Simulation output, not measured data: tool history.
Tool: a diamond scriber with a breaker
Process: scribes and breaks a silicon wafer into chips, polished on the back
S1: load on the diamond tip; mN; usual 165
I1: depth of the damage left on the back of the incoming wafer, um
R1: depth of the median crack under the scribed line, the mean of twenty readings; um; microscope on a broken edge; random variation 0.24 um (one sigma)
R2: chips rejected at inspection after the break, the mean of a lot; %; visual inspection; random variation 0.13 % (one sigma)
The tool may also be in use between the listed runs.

run     day   S1    I1     R1    R2
  1       0  148  0.03  11.54  2.56
  2   2.642  148  0.03  10.91  2.94
  3   5.929  165  0.03   11.7  1.99
  4     7.4  165  0.05  11.59  2.27
  5  10.238  165  0.04   11.4  2.34
     11.875  -- diamond tip replaced by a new one
  6  12.162  165  0.02  11.09  2.54
     13.783  -- load on the tip recalibrated
  7  14.796  165  0.03  12.37  1.74
  8    17.6  165  0.03  11.46  2.01
  9  19.375  165  0.03   11.6  2.14
 10  21.533  144  0.04  10.57  4.74
 11  23.358  144  0.04  10.91  4.57
 12  25.554  165  0.04  11.34  2.52
     28.262  -- diamond tip replaced by a new one
 13  28.283  165  0.02  11.52  2.29
 14  30.979  165  0.05  11.24  2.55
 15  32.912  204  0.03   12.5  1.55
     34.362  -- load on the tip recalibrated
 16   35.15  204  0.02  14.03  2.77
 17  36.367  165  0.03   12.1  1.87
 18  38.058  165  0.03  11.81  2.02
 19  39.892  178  0.02  12.08  1.88
 20  41.821  205  0.05  12.72  2.07
 21  43.929  184  0.02  11.49  2.06
     44.379  -- diamond tip replaced by a new one
 22  46.338  122  0.05   9.34  9.68
 23  48.483  202  0.03  12.57  1.68
 24    49.7  151  0.03  10.69  3.97
 25  51.292  185  0.03  12.02  1.95
       51.9  -- load on the tip recalibrated
 26  53.517  213  0.01  14.73  3.05
 27  55.988  212  0.02  14.18  3.03
 28  58.192  128  0.03  10.36  5.86
 29  61.183  189  0.03  12.19  1.79
     61.683  -- diamond tip replaced by a new one
 30  62.854  133  0.04  10.29  5.78
 31  65.612  186  0.03  12.35  2.02
 32  68.258  165  0.03  11.01  2.36
     69.475  -- load on the tip recalibrated
 33    69.7  165  0.05  12.13   1.7
 34  72.562  117  0.04   9.84  7.96
 35  74.992  123  0.03   9.31   7.4
 36  76.183  165  0.02  11.56  2.48
 37  77.429  139  0.03  10.41  4.93
 38  79.971  165  0.01  11.28  2.49

What the log doesn't show, run by run:
share of the diamond tip's cutting effectiveness lost through wear, %: 0 in every run
H1: deviation of the load on the tip from its setpoint, %
run     H1
  1  -2.96
  2  -6.72
  3  -9.59
  4  -10.4
  5  -11.6
  6  -12.1
  7  -2.74
  8  -7.71
  9  -9.85
 10  -11.7
 11  -12.9
 12  -13.8
 13  -14.7
 14  -15.2
 15  -15.4
 16  -3.54
 17  -6.07
 18  -8.84
 19  -11.1
 20  -12.8
 21  -14.2
 22  -15.2
 23  -15.9
 24  -16.1
 25  -16.4
 26  -1.95
 27  -6.01
 28  -8.47
 29  -10.6
 30  -11.5
 31  -12.4
 32    -13
 33  -1.35
 34   -7.1
 35  -10.2
 36  -11.4
 37  -12.3
 38  -13.8
